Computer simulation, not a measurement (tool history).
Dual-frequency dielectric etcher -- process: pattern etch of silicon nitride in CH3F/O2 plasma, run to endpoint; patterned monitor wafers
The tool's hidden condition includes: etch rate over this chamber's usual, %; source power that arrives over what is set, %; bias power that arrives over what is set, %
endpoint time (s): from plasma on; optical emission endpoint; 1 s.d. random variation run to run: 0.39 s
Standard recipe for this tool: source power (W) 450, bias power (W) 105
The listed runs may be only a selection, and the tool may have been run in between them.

run	hour	source power (W)	bias power (W)	wafers since the last listed run	hours since the last wet clean	hours since the last source power generator calibration	hours since the last bias power generator calibration	hours since the last upper electrode change	incoming incoming film thickness, nm	endpoint time (s)
1	0	450	91	0	269	5244.2	3843.4	3223.2	102.7	102.7
2	13.1	450	91	63	282.1	5257.3	3856.5	3236.3	102.5	103.5
3	28.5	450	91	74	297.5	5272.7	3871.9	3251.7	102.3	103.2
4	40.5	510	105	58	309.5	5284.7	3883.9	3263.7	101.6	92.8
5	52.8	510	105	59	321.8	5297	3896.2	3276	101.8	92.9
6	67.2	510	105	69	336.2	5311.4	3910.6	3290.4	102.2	92.9
7	78.1	450	105	52	347.1	5322.3	3921.5	3301.3	102.2	98.5
8	84.8	450	111	32	353.8	5329	3928.2	3308	102.7	98.1
9	92.5	450	105	37	361.5	5336.7	3935.9	3315.7	103	99.8
10	100	450	105	36	369	5344.2	3943.4	3323.2	103.1	99.5
11	114.9	450	105	72	383.9	5359.1	3958.3	3338.1	103.5	100.2
12	129.6	400	115	71	398.6	5373.8	3973	3352.8	102	100.7
13	140.4	350	97	52	409.4	5384.6	3983.8	3363.6	102	112.8
14	147.1	520	96	32	416.1	5391.3	3990.5	3370.3	102.8	96.4
15	160.7	450	105	65	429.7	5404.9	4004.1	3383.9	102.9	99.5
16	177.3	370	122	80	446.3	5421.5	4020.7	3400.5	102.6	104
17	192.7	560	112	74	461.7	5436.9	4036.1	3415.9	102.4	89.6
# hour 199.1: source power generator calibrated
# hour 227.3: bias power generator calibrated
# hour 229.4: upper electrode replaced
18	229.9	360	95	130	498.9	30.8	2.6	0.5	103.1	113.9
19	230.3	490	112	1	499.3	31.2	3	0.9	101.2	93.5
20	234.4	540	105	19	503.4	35.3	7.1	5	102.9	92.9
# hour 265.5: wet clean of the chamber
21	266	410	90	36	0.5	66.9	38.7	36.6	103.5	107.7
22	266.3	450	105	1	0.8	67.2	39	36.9	103.8	98.4
23	269.4	350	98	15	3.9	70.3	42.1	40	103.5	112.1
24	276	480	80	31	10.5	76.9	48.7	46.6	102.3	102.3
25	292.1	490	124	77	26.6	93	64.8	62.7	102.9	90.6
26	301.4	450	105	45	35.9	102.3	74.1	72	102.6	98.8
27	312.3	550	131	52	46.8	113.2	85	82.9	103	84.9
28	321.2	450	82	43	55.7	122.1	93.9	91.8	101.8	105.1
29	336.8	420	87	75	71.3	137.7	109.5	107.4	102.6	106.4
30	348.1	400	116	54	82.6	149	120.8	118.7	102.8	100
31	359.9	370	89	57	94.4	160.8	132.6	130.5	101.8	111.8
32	370.6	400	85	51	105.1	171.5	143.3	141.2	102.4	109.8
33	387.3	500	129	80	121.8	188.2	160	157.9	102.5	88.2
34	398.7	450	105	55	133.2	199.6	171.4	169.3	103.2	99.9
35	411.3	350	96	60	145.8	212.2	184	181.9	101.9	113
36	425.4	450	105	68	159.9	226.3	198.1	196	101.9	98.5

The logged runs with the hidden state left out (each run's random variation unchanged):
run	endpoint time (s)
1	101.5
2	102.1
3	101.7
4	91.5
5	91.5
6	91.4
7	96.9
8	96.4
9	98
10	97.8
11	98.4
12	98.7
13	110.5
14	94.4
15	97.4
16	101.7
17	87.6
18	111
19	91.1
20	90.5
21	107.4
22	98.1
23	111.7
24	101.9
25	90.2
26	98.3
27	84.4
28	104.5
29	105.6
30	99.3
31	110.9
32	108.8
33	87.3
34	98.8
35	111.7
36	97.3
